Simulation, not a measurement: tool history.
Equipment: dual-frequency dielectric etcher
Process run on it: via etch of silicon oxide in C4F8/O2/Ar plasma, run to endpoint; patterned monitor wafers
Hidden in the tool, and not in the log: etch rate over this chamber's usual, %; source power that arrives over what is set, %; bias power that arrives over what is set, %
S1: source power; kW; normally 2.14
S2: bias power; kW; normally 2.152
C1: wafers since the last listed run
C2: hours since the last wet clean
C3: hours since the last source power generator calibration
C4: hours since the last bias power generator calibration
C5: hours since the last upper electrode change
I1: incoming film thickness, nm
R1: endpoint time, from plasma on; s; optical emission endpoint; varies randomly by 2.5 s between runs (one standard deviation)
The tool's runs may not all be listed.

{"run": 1, "hour": 0.0, "S1": 2.14, "S2": 2.152, "C1": 0, "C2": 170.6, "C3": 5043.9, "C4": 1528, "C5": 4343, "I1": 1922.4, "R1": 379.3}
{"run": 2, "hour": 32.4, "S1": 2.14, "S2": 2.152, "C1": 149, "C2": 203, "C3": 5076.3, "C4": 1560.4, "C5": 4375.4, "I1": 1906.9, "R1": 379}
{"run": 3, "hour": 65.6, "S1": 2.14, "S2": 2.152, "C1": 152, "C2": 236.2, "C3": 5109.5, "C4": 1593.6, "C5": 4408.6, "I1": 1915.5, "R1": 379.4}
{"run": 4, "hour": 137.4, "S1": 2.14, "S2": 2.152, "C1": 330, "C2": 308, "C3": 5181.3, "C4": 1665.4, "C5": 4480.4, "I1": 1927.7, "R1": 382.8}
{"run": 5, "hour": 174.6, "S1": 2.14, "S2": 2.152, "C1": 171, "C2": 345.2, "C3": 5218.5, "C4": 1702.6, "C5": 4517.6, "I1": 1936.8, "R1": 386.6}
{"run": 6, "hour": 233.8, "S1": 2.14, "S2": 2.152, "C1": 272, "C2": 404.4, "C3": 5277.7, "C4": 1761.8, "C5": 4576.8, "I1": 1897.6, "R1": 382.4}
{"hour": 262.6, "done": "wet clean of the chamber"}
{"hour": 293.1, "done": "source power generator calibrated"}
{"run": 7, "hour": 305.1, "S1": 2.14, "S2": 2.152, "C1": 199, "C2": 42.5, "C3": 12, "C4": 1833.1, "C5": 4648.1, "I1": 1899.7, "R1": 369.3}
{"run": 8, "hour": 352.6, "S1": 1.99, "S2": 2.48, "C1": 218, "C2": 90, "C3": 59.5, "C4": 1880.6, "C5": 4695.6, "I1": 1912.6, "R1": 383.7}
{"hour": 427.0, "done": "upper electrode replaced"}
{"run": 9, "hour": 427.5, "S1": 2.14, "S2": 2.152, "C1": 234, "C2": 164.9, "C3": 134.4, "C4": 1955.5, "C5": 0.5, "I1": 1923.9, "R1": 382}
{"run": 10, "hour": 470.2, "S1": 2.14, "S2": 2.495, "C1": 196, "C2": 207.6, "C3": 177.1, "C4": 1998.2, "C5": 43.2, "I1": 1946.2, "R1": 371.5}
{"hour": 526.9, "done": "bias power generator calibrated"}
{"run": 11, "hour": 535.6, "S1": 2.14, "S2": 2.152, "C1": 282, "C2": 273, "C3": 242.5, "C4": 8.7, "C5": 108.6, "I1": 1931.5, "R1": 384.6}
{"run": 12, "hour": 573.6, "S1": 2.14, "S2": 2.484, "C1": 174, "C2": 311, "C3": 280.5, "C4": 46.7, "C5": 146.6, "I1": 1903.5, "R1": 370.1}
{"hour": 630.8, "done": "wet clean of the chamber"}
{"run": 13, "hour": 632.1, "S1": 1.7, "S2": 2.525, "C1": 158, "C2": 1.3, "C3": 339, "C4": 105.2, "C5": 205.1, "I1": 1927.2, "R1": 419.9}
{"run": 14, "hour": 660.7, "S1": 1.99, "S2": 1.883, "C1": 131, "C2": 29.9, "C3": 367.6, "C4": 133.8, "C5": 233.7, "I1": 1922.1, "R1": 402.6}
{"run": 15, "hour": 713.3, "S1": 2.36, "S2": 1.905, "C1": 242, "C2": 82.5, "C3": 420.2, "C4": 186.4, "C5": 286.3, "I1": 1903.1, "R1": 361.9}

Here are 5 independent what-if runs from the current tool condition. What would each one return?
{"run": "A", "hour": 713.8, "S1": 2.14, "S2": 2.152, "C1": 2, "C2": 83, "C3": 420.7, "C4": 186.9, "C5": 286.8, "I1": 1916.3, "R1": "?"}
{"run": "B", "hour": 713.8, "S1": 1.76, "S2": 2.152, "C1": 2, "C2": 83, "C3": 420.7, "C4": 186.9, "C5": 286.8, "I1": 1916.3, "R1": "?"}
{"run": "C", "hour": 713.8, "S1": 2.14, "S2": 2.367, "C1": 2, "C2": 83, "C3": 420.7, "C4": 186.9, "C5": 286.8, "I1": 1916.3, "R1": "?"}
{"run": "D", "hour": 713.8, "S1": 2.63, "S2": 1.811, "C1": 2, "C2": 83, "C3": 420.7, "C4": 186.9, "C5": 286.8, "I1": 1916.3, "R1": "?"}
{"run": "E", "hour": 713.8, "S1": 1.86, "S2": 2.152, "C1": 2, "C2": 83, "C3": 420.7, "C4": 186.9, "C5": 286.8, "I1": 1916.3, "R1": "?"}

run=A R1=371.9
run=B R1=420.4
run=C R1=364.5
run=D R1=341.9
run=E R1=405.5
Without the tool's unlogged condition, the same runs would have read:
run=A R1=368.6
run=B R1=416.6
run=C R1=361.2
run=D R1=338.9
run=E R1=401.9
